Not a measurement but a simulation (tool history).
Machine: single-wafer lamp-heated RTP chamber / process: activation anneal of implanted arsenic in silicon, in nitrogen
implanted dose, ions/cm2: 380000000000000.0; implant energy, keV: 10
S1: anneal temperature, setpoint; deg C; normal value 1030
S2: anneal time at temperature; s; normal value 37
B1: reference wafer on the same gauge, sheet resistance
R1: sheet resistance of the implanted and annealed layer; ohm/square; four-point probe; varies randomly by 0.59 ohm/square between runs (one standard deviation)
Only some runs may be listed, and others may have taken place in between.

| run | hour | S1 | S2 | B1 | R1 |
|---|---|---|---|---|---|
| 1 | 0 | 1023 | 37 | 323.02 | 275.95 |
| 2 | 81.2 | 1030 | 20 | 323.16 | 281.08 |
| 3 | 187.1 | 1030 | 20 | 322.97 | 280.53 |
|  | 247.2 | pyrometer window cleaned and pyrometer calibrated |
| 4 | 260 | 1011 | 37 | 323.07 | 280.71 |
|  | 309.3 | reflector plate cleaned |
| 5 | 325.7 | 1011 | 37 | 323.1 | 282.86 |
| 6 | 422.2 | 1012 | 37 | 322.77 | 280.17 |
| 7 | 507 | 1012 | 37 | 322.75 | 279.81 |
| 8 | 568.9 | 1012 | 37 | 322.93 | 278.73 |
|  | 588.3 | pyrometer window cleaned and pyrometer calibrated |
| 9 | 612.1 | 1030 | 52 | 323.17 | 268.1 |
| 10 | 702.8 | 1030 | 37 | 323.07 | 272.86 |
| 11 | 803.7 | 1030 | 37 | 322.94 | 271.16 |
|  | 860.6 | reflector plate cleaned |
|  | 945.4 | pyrometer window cleaned and pyrometer calibrated |
|  | 1008.1 | gauge calibrated |
| 12 | 1013.8 | 1030 | 47 | 322.96 | 270.48 |

Run 13 has not been measured yet. What should we expect?
| 13 | 1069.9 | 1059 | 37 | ? | ? |

B1: 322.98
R1: 262.86 ohm/square
The same run, on a tool lacking any hidden state, would have yielded R1 268.45 ohm/square.

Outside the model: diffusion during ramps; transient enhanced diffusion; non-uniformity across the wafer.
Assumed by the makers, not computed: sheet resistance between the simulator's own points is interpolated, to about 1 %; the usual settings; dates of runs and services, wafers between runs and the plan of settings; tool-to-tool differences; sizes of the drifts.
